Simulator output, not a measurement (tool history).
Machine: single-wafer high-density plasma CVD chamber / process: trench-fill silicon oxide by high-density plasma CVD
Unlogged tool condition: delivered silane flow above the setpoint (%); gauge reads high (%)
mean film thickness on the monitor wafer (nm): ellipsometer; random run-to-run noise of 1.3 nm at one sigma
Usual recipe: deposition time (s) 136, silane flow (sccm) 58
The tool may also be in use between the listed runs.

run	day	deposition time (s)	silane flow (sccm)	wafers since the last listed run	hours since the silane flow controller was replaced	hours since the gauge calibration	read-back reference wafer on the same gauge, thickness_nm	mean film thickness on the monitor wafer (nm)
1	0.000	117	58	0	1594.2	163.2	867.985	767.279
# day 0.329: gauge calibrated
2	0.712	141	58	122	1611.3	9.2	867.970	926.427
3	1.067	141	58	61	1619.8	17.7	868.230	925.010
4	1.704	141	58	109	1635.1	33.0	867.974	927.690
5	2.250	136	58	94	1648.2	46.1	868.015	892.580
6	3.262	136	58	174	1672.5	70.4	868.114	894.436
7	3.654	136	58	67	1681.9	79.8	867.738	895.017
8	4.162	136	58	87	1694.1	92.0	868.071	896.492
9	4.738	151	67	99	1707.9	105.8	868.066	1141.583
# day 5.408: silane flow controller replaced
10	5.458	120	65	66	1.2	123.1	868.059	838.160
11	5.879	141	58	72	11.3	133.2	867.977	882.004
12	6.246	151	63	63	20.1	142.0	868.040	1023.567
13	6.879	154	66	109	35.3	157.2	868.235	1093.741
14	7.379	136	49	86	47.3	169.2	868.025	721.520
# day 7.429: gauge calibrated
15	7.750	127	58	63	56.2	7.7	868.173	793.628
16	8.262	136	58	88	68.5	20.0	867.898	852.337
17	8.954	129	67	119	85.1	36.6	867.940	932.281
18	9.271	110	53	54	92.7	44.2	868.071	632.564
19	9.625	141	58	61	101.2	52.7	868.211	885.226

Measured result minus the same run's result without the hidden state. Both carry the same run-to-run variation, though not necessarily the same gauge scatter:
run	mean film thickness on the monitor wafer (nm)
1	+35.876
2	+43.793
3	+43.962
4	+44.515
5	+43.181
6	+43.921
7	+44.202
8	+44.602
9	+57.265
10	-1.760
11	-1.557
12	-1.507
13	-1.058
14	-0.411
15	-0.219
16	+0.112
17	+0.634
18	+0.589
19	+1.073

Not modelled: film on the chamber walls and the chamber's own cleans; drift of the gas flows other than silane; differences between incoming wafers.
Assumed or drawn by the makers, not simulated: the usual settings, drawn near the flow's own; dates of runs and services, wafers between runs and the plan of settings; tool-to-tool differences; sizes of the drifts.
